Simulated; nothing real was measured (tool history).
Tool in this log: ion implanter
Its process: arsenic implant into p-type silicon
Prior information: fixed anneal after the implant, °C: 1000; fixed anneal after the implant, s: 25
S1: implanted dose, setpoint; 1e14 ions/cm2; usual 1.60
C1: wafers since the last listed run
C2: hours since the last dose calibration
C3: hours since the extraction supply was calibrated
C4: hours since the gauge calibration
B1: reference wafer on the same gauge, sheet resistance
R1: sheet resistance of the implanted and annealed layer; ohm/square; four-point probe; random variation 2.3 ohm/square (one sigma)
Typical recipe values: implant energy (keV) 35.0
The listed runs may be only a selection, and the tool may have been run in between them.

Run 1, hour 0.0: usual settings but S1 1.49 1e14 ions/cm2; C1 0; C2 1517.6; C3 2613.5; C4 216.7; B1 437.13. Result: R1 467.72 ohm/square.
Run 2, hour 25.2: usual settings; C1 428; C2 1542.8; C3 2638.7; C4 241.9; B1 436.93. Result: R1 448.15 ohm/square.
Run 3, hour 47.1: usual settings; C1 372; C2 1564.7; C3 2660.6; C4 263.8; B1 436.98. Result: R1 447.74 ohm/square.
Run 4, hour 68.6: usual settings but S1 1.94 1e14 ions/cm2, implant energy (keV) 31.0; C1 365; C2 1586.2; C3 2682.1; C4 285.3; B1 437.53. Result: R1 394.43 ohm/square.
Run 5, hour 84.8: usual settings but S1 1.94 1e14 ions/cm2, implant energy (keV) 31.0; C1 275; C2 1602.4; C3 2698.3; C4 301.5; B1 436.98. Result: R1 395.43 ohm/square.
Run 6, hour 98.0: usual settings but S1 1.94 1e14 ions/cm2, implant energy (keV) 31.0; C1 224; C2 1615.6; C3 2711.5; C4 314.7; B1 437.45. Result: R1 392.43 ohm/square.
Run 7, hour 113.7: usual settings but implant energy (keV) 30.0; C1 266; C2 1631.3; C3 2727.2; C4 330.4; B1 436.95. Result: R1 456.85 ohm/square.
Run 8, hour 141.1: usual settings; C1 465; C2 1658.7; C3 2754.6; C4 357.8; B1 436.91. Result: R1 440.00 ohm/square.
Run 9, hour 173.8: usual settings; C1 555; C2 1691.4; C3 2787.3; C4 390.5; B1 436.85. Result: R1 442.59 ohm/square.
Run 10, hour 203.4: usual settings but implant energy (keV) 32.0; C1 502; C2 1721.0; C3 2816.9; C4 420.1; B1 437.34. Result: R1 454.76 ohm/square.
At hour 231.2: gauge calibrated.
Run 11, hour 239.2: usual settings but implant energy (keV) 32.0; C1 608; C2 1756.8; C3 2852.7; C4 8.0; B1 436.78. Result: R1 453.15 ohm/square.
Run 12, hour 310.8: usual settings but S1 1.36 1e14 ions/cm2; C1 1216; C2 1828.4; C3 2924.3; C4 79.6; B1 436.58. Result: R1 499.92 ohm/square.
Run 13, hour 326.9: usual settings but S1 1.36 1e14 ions/cm2; C1 273; C2 1844.5; C3 2940.4; C4 95.7; B1 436.66. Result: R1 496.60 ohm/square.
Run 14, hour 357.0: usual settings but S1 1.25 1e14 ions/cm2; C1 511; C2 1874.6; C3 2970.5; C4 125.8; B1 437.17. Result: R1 527.29 ohm/square.
Run 15, hour 377.2: usual settings but S1 1.98 1e14 ions/cm2, implant energy (keV) 27.0; C1 343; C2 1894.8; C3 2990.7; C4 146.0; B1 436.92. Result: R1 400.30 ohm/square.
Run 16, hour 410.3: usual settings but S1 1.13 1e14 ions/cm2, implant energy (keV) 23.5; C1 562; C2 1927.9; C3 3023.8; C4 179.1; B1 436.87. Result: R1 607.16 ohm/square.
Run 17, hour 443.4: usual settings but S1 1.96 1e14 ions/cm2, implant energy (keV) 25.5; C1 562; C2 1961.0; C3 3056.9; C4 212.2; B1 437.13. Result: R1 405.01 ohm/square.
Run 18, hour 460.1: usual settings but S1 1.93 1e14 ions/cm2, implant energy (keV) 38.5; C1 283; C2 1977.7; C3 3073.6; C4 228.9; B1 437.12. Result: R1 382.79 ohm/square.
Run 19, hour 478.6: usual settings but S1 1.86 1e14 ions/cm2; C1 314; C2 1996.2; C3 3092.1; C4 247.4; B1 437.05. Result: R1 401.35 ohm/square.
At hour 518.0: Faraday cup replaced and dose calibrated.
Run 20, hour 552.5: usual settings but S1 1.74 1e14 ions/cm2; C1 1119; C2 34.5; C3 3166.0; C4 321.3; B1 437.12. Result: R1 420.49 ohm/square.
At hour 569.8: extraction supply calibrated.
Run 21, hour 587.1: usual settings; C1 451; C2 69.1; C3 17.3; C4 355.9; B1 437.29. Result: R1 444.17 ohm/square.
Run 22, hour 614.9: usual settings but implant energy (keV) 45.0; C1 472; C2 96.9; C3 45.1; C4 383.7; B1 437.14. Result: R1 426.71 ohm/square.
Run 23, hour 627.8: usual settings but S1 1.39 1e14 ions/cm2, implant energy (keV) 38.5; C1 219; C2 109.8; C3 58.0; C4 396.6; B1 437.37. Result: R1 483.53 ohm/square.
Run 24, hour 660.3: usual settings but S1 1.26 1e14 ions/cm2, implant energy (keV) 47.0; C1 552; C2 142.3; C3 90.5; C4 429.1; B1 436.70. Result: R1 498.84 ohm/square.
At hour 681.4: gauge calibrated.
Run 25, hour 686.7: usual settings but S1 2.02 1e14 ions/cm2, implant energy (keV) 29.0; C1 448; C2 168.7; C3 116.9; C4 5.3; B1 437.06. Result: R1 386.84 ohm/square.
Run 26, hour 716.9: usual settings; C1 513; C2 198.9; C3 147.1; C4 35.5; B1 437.30. Result: R1 443.65 ohm/square.

Each row is a separate what-if for the run after 26, all from the same tool condition, not one after another. Results?
Run A, hour 717.3: usual settings but S1 1.80 1e14 ions/cm2; C1 6; C2 199.3; C3 147.5; C4 35.9; B1 ?. Result: R1 ?.
Run B, hour 717.3: usual settings but S1 1.12 1e14 ions/cm2, implant energy (keV) 46.5; C1 6; C2 199.3; C3 147.5; C4 35.9; B1 ?. Result: R1 ?.
Run C, hour 717.3: usual settings but S1 1.80 1e14 ions/cm2, implant energy (keV) 26.0; C1 6; C2 199.3; C3 147.5; C4 35.9; B1 ?. Result: R1 ?.
Run D, hour 717.3: usual settings but S1 2.00 1e14 ions/cm2, implant energy (keV) 40.5; C1 6; C2 199.3; C3 147.5; C4 35.9; B1 ?. Result: R1 ?.
Run E, hour 717.3: usual settings but S1 2.05 1e14 ions/cm2, implant energy (keV) 30.5; C1 6; C2 199.3; C3 147.5; C4 35.9; B1 ?. Result: R1 ?.

run      B1      R1
  A  436.90  414.38
  B  436.90  547.07
  C  436.90  434.23
  D  436.90  375.32
  E  436.90  385.33
With no hidden state in the tool, these same runs would have given:
run      R1
  A  414.38
  B  547.07
  C  434.23
  D  375.32
  E  385.33
